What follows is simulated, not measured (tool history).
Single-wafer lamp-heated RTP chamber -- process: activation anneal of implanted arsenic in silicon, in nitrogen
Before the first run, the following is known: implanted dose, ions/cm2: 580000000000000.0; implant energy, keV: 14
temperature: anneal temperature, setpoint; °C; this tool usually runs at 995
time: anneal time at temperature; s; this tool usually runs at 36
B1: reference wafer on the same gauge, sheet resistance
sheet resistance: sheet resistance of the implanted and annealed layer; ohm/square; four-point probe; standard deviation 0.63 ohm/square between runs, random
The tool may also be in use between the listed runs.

Run 1, day 0: usual settings but time 24 s; B1 153.96. Result: sheet resistance 192.61 ohm/square.
Run 2, day 3.429: usual settings but time 24 s; B1 153.87. Result: sheet resistance 193.7 ohm/square.
Run 3, day 7.188: usual settings; B1 154.01. Result: sheet resistance 189.1 ohm/square.
At day 8.512: reflector plate cleaned.
Run 4, day 10.892: usual settings; B1 153.97. Result: sheet resistance 189.4 ohm/square.
Run 5, day 15.679: usual settings; B1 154.08. Result: sheet resistance 188.11 ohm/square.
Run 6, day 18.129: usual settings but time 42 s; B1 153.96. Result: sheet resistance 187.67 ohm/square.
Run 7, day 19.942: usual settings but temperature 987 °C; B1 154.06. Result: sheet resistance 189.08 ohm/square.
At day 21.142: pyrometer window cleaned and pyrometer calibrated.
Run 8, day 22.625: usual settings; B1 154.01. Result: sheet resistance 191.19 ohm/square.
Run 9, day 25.567: usual settings; B1 154.14. Result: sheet resistance 190.03 ohm/square.
Run 10, day 29.358: usual settings but time 28 s; B1 153.99. Result: sheet resistance 192.47 ohm/square.
Run 11, day 33.708: usual settings but time 28 s; B1 154.14. Result: sheet resistance 190.49 ohm/square.
At day 39.596: gauge calibrated.
Run 12, day 43.021: usual settings but time 28 s; B1 153.96. Result: sheet resistance 191.23 ohm/square.
Run 13, day 45.783: usual settings but temperature 1010 °C, time 51 s; B1 153.88. Result: sheet resistance 180.58 ohm/square.
At day 49.267: reflector plate cleaned.
Run 14, day 50.196: usual settings but temperature 1010 °C, time 51 s; B1 154.1. Result: sheet resistance 179.7 ohm/square.
At day 52.783: pyrometer window cleaned and pyrometer calibrated.
Run 15, day 54.096: usual settings but temperature 1010 °C, time 51 s; B1 154.04. Result: sheet resistance 183.35 ohm/square.
Run 16, day 57.096: usual settings but time 21 s; B1 154.01. Result: sheet resistance 195.38 ohm/square.
Run 17, day 60.958: usual settings but time 21 s; B1 154.13. Result: sheet resistance 195.46 ohm/square.
Run 18, day 65.242: usual settings; B1 153.88. Result: sheet resistance 189.09 ohm/square.
Run 19, day 69.733: usual settings but temperature 1025 °C, time 44 s; B1 154.05. Result: sheet resistance 177.67 ohm/square.
Run 20, day 71.738: usual settings but temperature 1008 °C; B1 154.1. Result: sheet resistance 183.76 ohm/square.
Run 21, day 75.604: usual settings; B1 154.08. Result: sheet resistance 188.31 ohm/square.
Run 22, day 77.825: usual settings but temperature 1005 °C, time 55 s; B1 154.05. Result: sheet resistance 181.47 ohm/square.
At day 80.783: pyrometer window cleaned and pyrometer calibrated.
Run 23, day 81.192: usual settings but temperature 975 °C, time 51 s; B1 154.03. Result: sheet resistance 193.24 ohm/square.
Run 24, day 85.392: usual settings; B1 154.02. Result: sheet resistance 190.07 ohm/square.
Run 25, day 87.421: usual settings but temperature 977 °C, time 53 s; B1 153.94. Result: sheet resistance 189.89 ohm/square.
At day 88.538: reflector plate cleaned.
Run 26, day 90.654: usual settings but temperature 1020 °C, time 50 s; B1 153.94. Result: sheet resistance 177.66 ohm/square.
Run 27, day 92.725: usual settings but time 56 s; B1 154.1. Result: sheet resistance 184.05 ohm/square.
Run 28, day 97.175: usual settings; B1 154.02. Result: sheet resistance 187.25 ohm/square.
Run 29, day 101.008: usual settings but temperature 981 °C, time 46 s; B1 153.98. Result: sheet resistance 189.95 ohm/square.
Run 30, day 104.792: usual settings; B1 153.86. Result: sheet resistance 187.29 ohm/square.
Run 31, day 108.525: usual settings but temperature 972 °C, time 52 s; B1 153.84. Result: sheet resistance 190.69 ohm/square.
At day 109.788: gauge calibrated.
At day 112.067: pyrometer window cleaned and pyrometer calibrated.
Run 32, day 112.088: usual settings; B1 154.06. Result: sheet resistance 192.61 ohm/square.
Run 33, day 115.638: usual settings but temperature 1018 °C; B1 154.02. Result: sheet resistance 183.57 ohm/square.
Run 34, day 119.221: usual settings; B1 154.03. Result: sheet resistance 188.9 ohm/square.
Run 35, day 123.429: usual settings but temperature 966 °C, time 44 s; B1 153.93. Result: sheet resistance 193.96 ohm/square.
At day 125.2: reflector plate cleaned.
Run 36, day 125.908: usual settings but temperature 977 °C, time 53 s; B1 154.03. Result: sheet resistance 190.24 ohm/square.

For each run, what was the tool's unlogged condition?
wafer temperature error from the tarnished reflector plate, K: 0 in every run
gauge reads high (%): 0 in every run
H1: true wafer temperature minus pyrometer reading, K
run     H1
  1   5.84
  2   8.04
  3   9.68
  4   10.8
  5   11.7
  6     12
  7   12.1
  8   2.71
  9   5.63
 10   8.26
 11   10.2
 12   12.3
 13   12.6
 14   12.9
 15    2.2
 16   5.22
 17   7.92
 18   9.86
 19   11.1
 20   11.5
 21   12.1
 22   12.3
 23  0.648
 24   5.04
 25   6.55
 26   8.36
 27   9.24
 28   10.6
 29   11.3
 30   11.8
 31   12.1
 32   0.33
 33   4.33
 34   7.08
 35   9.21
 36   10.1
